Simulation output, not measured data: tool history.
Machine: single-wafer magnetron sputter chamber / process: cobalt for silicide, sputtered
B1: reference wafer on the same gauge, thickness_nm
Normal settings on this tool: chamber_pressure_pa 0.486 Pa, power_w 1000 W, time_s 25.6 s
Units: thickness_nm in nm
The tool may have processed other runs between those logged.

run 1 hour=0.0 | chamber_pressure_pa=0.486 power_w=1000 time_s=25.6 | B1=10.396 | thickness_nm=12.274
run 2 hour=69.6 | chamber_pressure_pa=0.486 power_w=1000 time_s=25.6 | B1=10.406 | thickness_nm=12.247
run 3 hour=99.7 | chamber_pressure_pa=0.486 power_w=1000 time_s=25.6 | B1=10.410 | thickness_nm=12.358
run 4 hour=123.8 | chamber_pressure_pa=0.486 power_w=1000 time_s=25.6 | B1=10.397 | thickness_nm=12.260
run 5 hour=149.0 | chamber_pressure_pa=0.556 power_w=1000 time_s=25.6 | B1=10.410 | thickness_nm=12.170
run 6 hour=181.1 | chamber_pressure_pa=0.486 power_w=1000 time_s=25.6 | B1=10.416 | thickness_nm=12.375
run 7 hour=222.8 | chamber_pressure_pa=0.486 power_w=1000 time_s=25.6 | B1=10.421 | thickness_nm=12.288
run 8 hour=322.6 | chamber_pressure_pa=0.486 power_w=1000 time_s=25.6 | B1=10.398 | thickness_nm=12.275
run 9 hour=388.7 | chamber_pressure_pa=0.486 power_w=900 time_s=25.6 | B1=10.432 | thickness_nm=11.651
run 10 hour=422.2 | chamber_pressure_pa=0.486 power_w=1000 time_s=25.6 | B1=10.388 | thickness_nm=12.470
run 11 hour=456.0 | chamber_pressure_pa=0.486 power_w=1000 time_s=25.6 | B1=10.408 | thickness_nm=12.492
run 12 hour=522.8 | chamber_pressure_pa=0.486 power_w=1000 time_s=25.6 | B1=10.405 | thickness_nm=12.425
run 13 hour=569.4 | chamber_pressure_pa=0.486 power_w=1000 time_s=25.6 | B1=10.403 | thickness_nm=12.432
run 14 hour=606.0 | chamber_pressure_pa=0.486 power_w=1000 time_s=27.5 | B1=10.391 | thickness_nm=13.371
run 15 hour=645.5 | chamber_pressure_pa=0.292 power_w=1100 time_s=30.6 | B1=10.403 | thickness_nm=16.336
run 16 hour=716.3 | chamber_pressure_pa=0.486 power_w=1000 time_s=25.6 | B1=10.399 | thickness_nm=12.224
run 17 hour=759.0 | chamber_pressure_pa=0.576 power_w=850 time_s=30.6 | B1=10.410 | thickness_nm=13.011
run 18 hour=822.7 | chamber_pressure_pa=0.422 power_w=1000 time_s=23.4 | B1=10.408 | thickness_nm=11.347
run 19 hour=876.9 | chamber_pressure_pa=0.486 power_w=1000 time_s=25.6 | B1=10.413 | thickness_nm=12.209
run 20 hour=927.2 | chamber_pressure_pa=0.432 power_w=1100 time_s=25.6 | B1=10.412 | thickness_nm=13.100
run 21 hour=994.0 | chamber_pressure_pa=0.486 power_w=1100 time_s=29.8 | B1=10.395 | thickness_nm=15.078
run 22 hour=1042.8 | chamber_pressure_pa=0.418 power_w=1200 time_s=30.2 | B1=10.404 | thickness_nm=16.372
run 23 hour=1113.8 | chamber_pressure_pa=0.486 power_w=1000 time_s=25.6 | B1=10.393 | thickness_nm=12.311
run 24 hour=1299.0 | chamber_pressure_pa=0.486 power_w=1000 time_s=25.6 | B1=10.412 | thickness_nm=12.228
run 25 hour=1341.1 | chamber_pressure_pa=0.486 power_w=1000 time_s=25.6 | B1=10.412 | thickness_nm=12.290
run 26 hour=1406.7 | chamber_pressure_pa=0.486 power_w=1000 time_s=25.6 | B1=10.398 | thickness_nm=12.197
run 27 hour=1464.2 | chamber_pressure_pa=0.419 power_w=800 time_s=27.2 | B1=10.403 | thickness_nm=11.636
run 28 hour=1490.2 | chamber_pressure_pa=0.574 power_w=850 time_s=25.6 | B1=10.389 | thickness_nm=10.872
run 29 hour=1517.0 | chamber_pressure_pa=0.649 power_w=1000 time_s=25.6 | B1=10.392 | thickness_nm=11.821
run 30 hour=1553.7 | chamber_pressure_pa=0.486 power_w=1000 time_s=25.6 | B1=10.399 | thickness_nm=12.260
run 31 hour=1624.8 | chamber_pressure_pa=0.486 power_w=1000 time_s=25.6 | B1=10.408 | thickness_nm=12.314
run 32 hour=1654.2 | chamber_pressure_pa=0.486 power_w=1000 time_s=25.6 | B1=10.393 | thickness_nm=12.187
run 33 hour=1722.2 | chamber_pressure_pa=0.340 power_w=800 time_s=25.6 | B1=10.385 | thickness_nm=11.112
run 34 hour=1787.2 | chamber_pressure_pa=0.486 power_w=850 time_s=25.6 | B1=10.400 | thickness_nm=11.141

Not shown: 9 entries that the log had between the listed runs. Between which runs, and how does the tool's hidden state differ before and after?
Runs 1 to 2: sputter target and shields replaced (hour 42.7)
  true argon pressure above the setpoint (%): -8.24 -> -8.58
  measured less the result without the state, thickness_nm: +0.110 -> +0.114 nm
Runs 8 to 9: magnet pack replaced (hour 346.8); capacitance manometer re-zeroed and calibrated (hour 386.2)
  true argon pressure above the setpoint (%): -9.82 -> -18
  measured less the result without the state, thickness_nm: +0.131 -> +0.227 nm
Runs 10 to 11: sputter target and shields replaced (hour 434.6)
  true argon pressure above the setpoint (%): -18.2 -> -18.4
  measured less the result without the state, thickness_nm: +0.246 -> +0.248 nm
Runs 15 to 16: capacitance manometer re-zeroed and calibrated, repeated, since the last time left the tool worse (hour 691.3)
  true argon pressure above the setpoint (%): -19.3 -> -0.919
  measured less the result without the state, thickness_nm: +0.246 -> +0.012 nm
Runs 18 to 19: sputter target and shields replaced (hour 863.9)
  true argon pressure above the setpoint (%): -1.44 -> -1.71
  measured less the result without the state, thickness_nm: +0.016 -> +0.023 nm
Runs 22 to 23: gauge calibrated (hour 1049.3)
  true argon pressure above the setpoint (%): -2.52 -> -2.87
  measured less the result without the state, thickness_nm: +0.041 -> +0.038 nm
Runs 23 to 24: sputter target and shields replaced (hour 1241.8)
  true argon pressure above the setpoint (%): -2.87 -> -3.78
  measured less the result without the state, thickness_nm: +0.038 -> +0.050 nm
Runs 32 to 33: sputter target and shields replaced (hour 1703.9)
  true argon pressure above the setpoint (%): -5.52 -> -5.86
  measured less the result without the state, thickness_nm: +0.073 -> +0.056 nm
